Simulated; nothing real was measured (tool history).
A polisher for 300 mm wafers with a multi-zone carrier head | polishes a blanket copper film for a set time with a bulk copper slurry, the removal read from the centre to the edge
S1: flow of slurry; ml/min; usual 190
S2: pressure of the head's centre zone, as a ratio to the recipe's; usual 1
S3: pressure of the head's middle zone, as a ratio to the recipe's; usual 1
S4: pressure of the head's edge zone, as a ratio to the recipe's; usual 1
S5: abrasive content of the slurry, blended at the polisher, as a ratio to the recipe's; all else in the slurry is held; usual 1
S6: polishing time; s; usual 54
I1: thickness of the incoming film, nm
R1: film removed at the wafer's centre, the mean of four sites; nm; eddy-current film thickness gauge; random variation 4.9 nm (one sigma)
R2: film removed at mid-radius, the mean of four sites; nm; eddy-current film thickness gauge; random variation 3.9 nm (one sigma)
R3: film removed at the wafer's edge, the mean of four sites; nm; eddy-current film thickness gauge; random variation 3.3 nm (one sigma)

run	hour	S1	S2	S3	S4	S5	S6	I1	R1	R2	R3
1	0	190	1	1	1	1	54	4404.7	387.8	406.8	397.7
2	23	190	1	1	1	1	54	4392.6	386.1	408.4	401.2
3	52.7	190	1	1	1	1	54	4426.7	373.2	399	396.9
4	69.6	190	1	1	1	1	54	4351.5	364.6	401	399.9
# hour 101.2: worn pad replaced by a new one
5	112	190	1	1	1	1	54	4334.9	367	397.3	395.1
6	135.1	190	1	1	0.96	1	54	4304.9	360.8	397.2	382.1
7	155	190	1	1	0.96	1	54	4379.3	357.6	396.3	386.5
# hour 188.1: worn pad replaced by a new one
8	188.6	190	1	1	0.96	1	54	4349.4	352.1	390.9	376.9
9	209.4	190	1	1	1	1	54	4363.5	343.5	383.1	387.4
# hour 216.7: carrier head's membrane replaced by a new one
# hour 229.6: slurry nozzle cleaned
10	231.3	160	1	1	1	1	54	4301.4	359.6	390.3	394.3
11	265.3	170	1	1	0.95	0.7	60	4403.3	364.2	404.9	387.6
# hour 268.5: centre zone pressure recalibrated
# hour 275.3: worn pad replaced by a new one
12	284.8	190	1	1.05	1	1	54	4389.2	398.8	420.6	405.9
13	313.7	240	1.11	1	1.1	1.1	54	4389.3	466.8	426.9	444.7
14	335.3	190	1	1	1	1.2	54	4271.4	413.1	418	424.3
# hour 337.8: edge zone pressure recalibrated
15	367.8	150	1	0.89	0.89	0.75	54	4322.1	335.1	327.1	346.8
# hour 374.1: worn pad replaced by a new one
16	382.9	190	1	1	1	1	54	4366.6	382.1	404.5	397.6
17	403.8	165	1	1	1	1	54	4301.8	372.5	394.7	394.5
18	436.2	190	0.94	0.95	1	1	54	4328	352.3	390.4	402.2
19	459.4	245	0.9	1	1	1	54	4359.4	341	416.8	411.4
# hour 470.1: worn pad replaced by a new one
20	505.1	190	1	1.05	1	1	54	4346.9	368	409	402.6

What the log doesn't show, run by run:
removal rate lost through wear of the pad, %: 0 in every run
deviation of the edge zone's pressure from its setpoint, %: 0 in every run
H1: slurry flow missing at the pad, %
H2: deviation of the centre zone's pressure from its setpoint, %
run	H1	H2
1	6.41	-6.39
2	7.75	-7.05
3	9.72	-7.74
4	11	-8.07
5	14.5	-8.72
6	16.6	-8.99
7	18.6	-9.19
8	22.2	-9.46
9	24.6	-9.6
10	1.92	-9.72
11	2.12	-9.87
12	2.39	-1.18
13	3	-2.92
14	3.62	-3.99
15	4.83	-5.29
16	5.5	-5.79
17	6.54	-6.4
18	8.42	-7.15
19	9.96	-7.59
20	13.5	-8.25
